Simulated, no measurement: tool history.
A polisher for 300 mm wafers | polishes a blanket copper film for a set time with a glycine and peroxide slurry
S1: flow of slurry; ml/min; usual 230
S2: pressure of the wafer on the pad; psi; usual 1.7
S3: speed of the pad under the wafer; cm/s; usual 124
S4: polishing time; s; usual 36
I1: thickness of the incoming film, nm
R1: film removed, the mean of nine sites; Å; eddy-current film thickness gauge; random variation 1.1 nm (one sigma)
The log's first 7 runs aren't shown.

run,day,S1,S2,S3,S4,I1,R1
# day 3.658: worn pad replaced by a new one
8,3.679,230,1.3,156,36,1378.2,1156
9,3.946,230,1.7,124,36,1386.8,1200
10,4.225,230,1.7,124,36,1377.7,1205
11,4.533,230,1.7,124,36,1350.4,1176
12,5.183,230,1.7,108,36,1378.1,1068
13,5.658,230,1.7,108,36,1364.6,1083
14,6.221,230,1.7,138,36,1382.3,1310
15,6.588,230,1.7,138,36,1358.5,1284
16,7.312,230,1.7,138,36,1347.5,1259
# day 8.138: worn pad replaced by a new one
17,9.071,230,1.7,124,36,1365.9,1155
# day 9.496: head pressure recalibrated
18,10.192,205,1.7,124,36,1371.9,1120
19,10.467,170,1.5,124,36,1389.2,953
20,10.850,300,1.7,124,28,1355.6,936
# day 11.571: slurry nozzle cleaned
21,11.592,190,2.1,168,41,1372.4,2232

Run 22 comes next. What will it give?
# day 12.100: worn pad replaced by a new one
22,12.183,300,1.3,124,36,1376.2,?

{"run 22": {"R1": 1103}}
Without the tool's hidden state the same run would have given R1 1109 Å.
